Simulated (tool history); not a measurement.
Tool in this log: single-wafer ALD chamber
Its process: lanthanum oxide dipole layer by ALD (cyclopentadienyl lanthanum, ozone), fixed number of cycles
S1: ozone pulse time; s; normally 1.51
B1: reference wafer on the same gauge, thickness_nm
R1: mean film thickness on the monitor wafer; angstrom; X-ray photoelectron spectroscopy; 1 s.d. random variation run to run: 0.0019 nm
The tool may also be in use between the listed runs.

| run | day | S1 | B1 | R1 |
|---|---|---|---|---|
| 1 | 0.000 | 1.11 | 0.477 | 5.24 |
| 2 | 4.071 | 1.51 | 0.476 | 5.52 |
| 3 | 8.050 | 1.51 | 0.476 | 5.48 |
| 4 | 10.908 | 1.51 | 0.476 | 5.53 |
| 5 | 13.708 | 1.51 | 0.476 | 5.48 |
| 6 | 16.775 | 1.31 | 0.476 | 5.34 |
| 7 | 19.262 | 1.51 | 0.476 | 5.45 |
| 8 | 22.429 | 1.51 | 0.476 | 5.46 |
| 9 | 25.567 | 1.51 | 0.476 | 5.45 |
| 10 | 29.267 | 1.70 | 0.476 | 5.54 |
|  | 39.492 | gauge calibrated |
| 11 | 41.975 | 1.51 | 0.477 | 5.40 |
| 12 | 45.683 | 1.87 | 0.477 | 5.57 |
| 13 | 47.717 | 1.22 | 0.476 | 5.16 |
| 14 | 49.262 | 1.92 | 0.476 | 5.58 |
| 15 | 52.471 | 1.94 | 0.476 | 5.57 |
|  | 52.912 | ozone generator serviced |
| 16 | 54.375 | 1.29 | 0.476 | 5.45 |
| 17 | 57.158 | 1.13 | 0.477 | 5.26 |
| 18 | 59.721 | 1.73 | 0.476 | 5.62 |
| 19 | 61.854 | 1.51 | 0.476 | 5.54 |
|  | 66.446 | showerhead replaced |
| 20 | 71.258 | 2.03 | 0.477 | 5.71 |
| 21 | 74.162 | 1.51 | 0.476 | 5.56 |

The next listed run, before its measurement:
|  | 75.704 | thermocouple changed; heater temperature recalibrated |
| 22 | 76.525 | 1.12 | ? | ? |

Run 22 came out at B1 0.475, R1 5.27 angstrom.
If the tool had no hidden condition, the same run with the same run-to-run variation would have returned R1 5.31 angstrom.
